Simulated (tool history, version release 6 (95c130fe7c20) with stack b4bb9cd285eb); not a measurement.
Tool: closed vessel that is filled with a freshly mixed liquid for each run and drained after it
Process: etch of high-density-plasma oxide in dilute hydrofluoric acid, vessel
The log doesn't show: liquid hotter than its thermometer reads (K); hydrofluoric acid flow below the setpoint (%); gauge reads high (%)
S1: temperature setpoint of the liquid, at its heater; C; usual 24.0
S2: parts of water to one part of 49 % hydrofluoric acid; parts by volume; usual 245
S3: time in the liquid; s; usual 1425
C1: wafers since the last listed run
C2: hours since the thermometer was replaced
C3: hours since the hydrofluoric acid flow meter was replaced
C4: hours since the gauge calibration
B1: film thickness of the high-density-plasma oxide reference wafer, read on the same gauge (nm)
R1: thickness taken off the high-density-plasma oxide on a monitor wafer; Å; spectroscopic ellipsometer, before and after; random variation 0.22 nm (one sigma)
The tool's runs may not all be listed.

{"run": 1, "hour": 0.0, "S1": 24.0, "S2": 245, "S3": 1425, "C1": 0, "C2": 1434.0, "C3": 1634.9, "C4": 39.7, "B1": 30.0, "R1": 411.7}
{"run": 2, "hour": 9.4, "S1": 24.0, "S2": 245, "S3": 800, "C1": 597, "C2": 1443.4, "C3": 1644.3, "C4": 49.1, "B1": 30.01, "R1": 232.6}
{"run": 3, "hour": 26.1, "S1": 24.0, "S2": 245, "S3": 800, "C1": 1060, "C2": 1460.1, "C3": 1661.0, "C4": 65.8, "B1": 29.99, "R1": 229.8}
{"run": 4, "hour": 34.1, "S1": 24.0, "S2": 245, "S3": 800, "C1": 508, "C2": 1468.1, "C3": 1669.0, "C4": 73.8, "B1": 29.97, "R1": 229.5}
{"run": 5, "hour": 40.7, "S1": 24.0, "S2": 200, "S3": 1425, "C1": 419, "C2": 1474.7, "C3": 1675.6, "C4": 80.4, "B1": 29.98, "R1": 531.5}
{"run": 6, "hour": 55.3, "S1": 24.0, "S2": 245, "S3": 2075, "C1": 927, "C2": 1489.3, "C3": 1690.2, "C4": 95.0, "B1": 30.0, "R1": 600.4}
{"run": 7, "hour": 61.9, "S1": 24.0, "S2": 245, "S3": 2075, "C1": 419, "C2": 1495.9, "C3": 1696.8, "C4": 101.6, "B1": 30.01, "R1": 599.5}
{"hour": 73.4, "done": "hydrofluoric acid flow meter replaced"}
{"run": 8, "hour": 78.6, "S1": 24.0, "S2": 245, "S3": 1425, "C1": 997, "C2": 1512.6, "C3": 5.2, "C4": 118.3, "B1": 30.0, "R1": 462.7}
{"run": 9, "hour": 105.6, "S1": 24.0, "S2": 245, "S3": 1425, "C1": 1714, "C2": 1539.6, "C3": 32.2, "C4": 145.3, "B1": 30.0, "R1": 462.3}
{"run": 10, "hour": 120.0, "S1": 24.0, "S2": 245, "S3": 1425, "C1": 914, "C2": 1554.0, "C3": 46.6, "C4": 159.7, "B1": 30.02, "R1": 465.2}
{"run": 11, "hour": 131.6, "S1": 24.0, "S2": 245, "S3": 1150, "C1": 736, "C2": 1565.6, "C3": 58.2, "C4": 171.3, "B1": 30.0, "R1": 373.0}
{"run": 12, "hour": 141.8, "S1": 24.0, "S2": 245, "S3": 1150, "C1": 647, "C2": 1575.8, "C3": 68.4, "C4": 181.5, "B1": 29.99, "R1": 371.9}
{"run": 13, "hour": 157.8, "S1": 24.0, "S2": 245, "S3": 1425, "C1": 1016, "C2": 1591.8, "C3": 84.4, "C4": 197.5, "B1": 29.97, "R1": 459.1}
{"hour": 198.6, "done": "thermometer replaced"}
{"run": 14, "hour": 202.6, "S1": 20.5, "S2": 245, "S3": 1425, "C1": 2781, "C2": 4.0, "C3": 129.2, "C4": 242.3, "B1": 29.97, "R1": 377.6}
{"run": 15, "hour": 214.6, "S1": 24.0, "S2": 245, "S3": 1425, "C1": 762, "C2": 16.0, "C3": 141.2, "C4": 254.3, "B1": 29.97, "R1": 425.8}
{"run": 16, "hour": 220.8, "S1": 21.5, "S2": 165, "S3": 995, "C1": 393, "C2": 22.2, "C3": 147.4, "C4": 260.5, "B1": 29.94, "R1": 440.7}
{"run": 17, "hour": 229.3, "S1": 21.5, "S2": 245, "S3": 1425, "C1": 539, "C2": 30.7, "C3": 155.9, "C4": 269.0, "B1": 29.99, "R1": 393.6}
{"run": 18, "hour": 235.8, "S1": 19.5, "S2": 295, "S3": 905, "C1": 412, "C2": 37.2, "C3": 162.4, "C4": 275.5, "B1": 30.01, "R1": 181.6}
{"run": 19, "hour": 253.4, "S1": 19.5, "S2": 295, "S3": 905, "C1": 1117, "C2": 54.8, "C3": 180.0, "C4": 293.1, "B1": 30.0, "R1": 182.6}
{"run": 20, "hour": 262.1, "S1": 21.0, "S2": 190, "S3": 1425, "C1": 552, "C2": 63.5, "C3": 188.7, "C4": 301.8, "B1": 30.01, "R1": 524.5}
{"hour": 268.8, "done": "gauge calibrated"}
{"run": 21, "hour": 273.0, "S1": 24.0, "S2": 185, "S3": 1425, "C1": 692, "C2": 74.4, "C3": 199.6, "C4": 4.2, "B1": 30.0, "R1": 602.9}
{"run": 22, "hour": 286.1, "S1": 20.5, "S2": 190, "S3": 2105, "C1": 831, "C2": 87.5, "C3": 212.7, "C4": 17.3, "B1": 30.0, "R1": 755.4}
{"run": 23, "hour": 300.8, "S1": 27.0, "S2": 130, "S3": 1750, "C1": 933, "C2": 102.2, "C3": 227.4, "C4": 32.0, "B1": 30.01, "R1": 1274.9}
{"run": 24, "hour": 308.5, "S1": 24.0, "S2": 245, "S3": 1425, "C1": 489, "C2": 109.9, "C3": 235.1, "C4": 39.7, "B1": 30.01, "R1": 426.8}
{"run": 25, "hour": 321.1, "S1": 24.0, "S2": 245, "S3": 1120, "C1": 800, "C2": 122.5, "C3": 247.7, "C4": 52.3, "B1": 30.0, "R1": 335.4}
{"run": 26, "hour": 336.6, "S1": 28.5, "S2": 365, "S3": 940, "C1": 984, "C2": 138.0, "C3": 263.2, "C4": 67.8, "B1": 30.02, "R1": 193.6}
{"run": 27, "hour": 353.5, "S1": 19.5, "S2": 245, "S3": 1425, "C1": 1073, "C2": 154.9, "C3": 280.1, "C4": 84.7, "B1": 29.99, "R1": 362.1}
{"run": 28, "hour": 364.2, "S1": 21.0, "S2": 130, "S3": 2130, "C1": 679, "C2": 165.6, "C3": 290.8, "C4": 95.4, "B1": 30.01, "R1": 1209.5}
{"run": 29, "hour": 373.3, "S1": 26.5, "S2": 365, "S3": 1425, "C1": 577, "C2": 174.7, "C3": 299.9, "C4": 104.5, "B1": 29.96, "R1": 272.7}
{"run": 30, "hour": 385.0, "S1": 19.0, "S2": 355, "S3": 1425, "C1": 743, "C2": 186.4, "C3": 311.6, "C4": 116.2, "B1": 30.0, "R1": 220.1}
{"run": 31, "hour": 398.1, "S1": 28.0, "S2": 245, "S3": 1895, "C1": 831, "C2": 199.5, "C3": 324.7, "C4": 129.3, "B1": 30.01, "R1": 651.3}
{"run": 32, "hour": 410.2, "S1": 28.5, "S2": 355, "S3": 2170, "C1": 768, "C2": 211.6, "C3": 336.8, "C4": 141.4, "B1": 29.98, "R1": 462.6}

What the log doesn't show, run by run:
gauge reads high (%): 0 in every run
H1: liquid hotter than its thermometer reads (K)
H2: hydrofluoric acid flow below the setpoint (%)
run=1 H1=2.13 H2=11.1
run=2 H1=2.15 H2=11.1
run=3 H1=2.17 H2=11.2
run=4 H1=2.18 H2=11.3
run=5 H1=2.19 H2=11.3
run=6 H1=2.21 H2=11.4
run=7 H1=2.22 H2=11.4
run=8 H1=2.24 H2=2.92
run=9 H1=2.28 H2=3.09
run=10 H1=2.3 H2=3.18
run=11 H1=2.31 H2=3.25
run=12 H1=2.33 H2=3.31
run=13 H1=2.35 H2=3.41
run=14 H1=0.257 H2=3.69
run=15 H1=0.273 H2=3.77
run=16 H1=0.281 H2=3.8
run=17 H1=0.293 H2=3.86
run=18 H1=0.302 H2=3.9
run=19 H1=0.326 H2=4.01
run=20 H1=0.337 H2=4.06
run=21 H1=0.352 H2=4.13
run=22 H1=0.37 H2=4.21
run=23 H1=0.39 H2=4.3
run=24 H1=0.4 H2=4.35
run=25 H1=0.418 H2=4.43
run=26 H1=0.439 H2=4.53
run=27 H1=0.462 H2=4.63
run=28 H1=0.476 H2=4.7
run=29 H1=0.489 H2=4.76
run=30 H1=0.504 H2=4.83
run=31 H1=0.522 H2=4.91
run=32 H1=0.539 H2=4.99

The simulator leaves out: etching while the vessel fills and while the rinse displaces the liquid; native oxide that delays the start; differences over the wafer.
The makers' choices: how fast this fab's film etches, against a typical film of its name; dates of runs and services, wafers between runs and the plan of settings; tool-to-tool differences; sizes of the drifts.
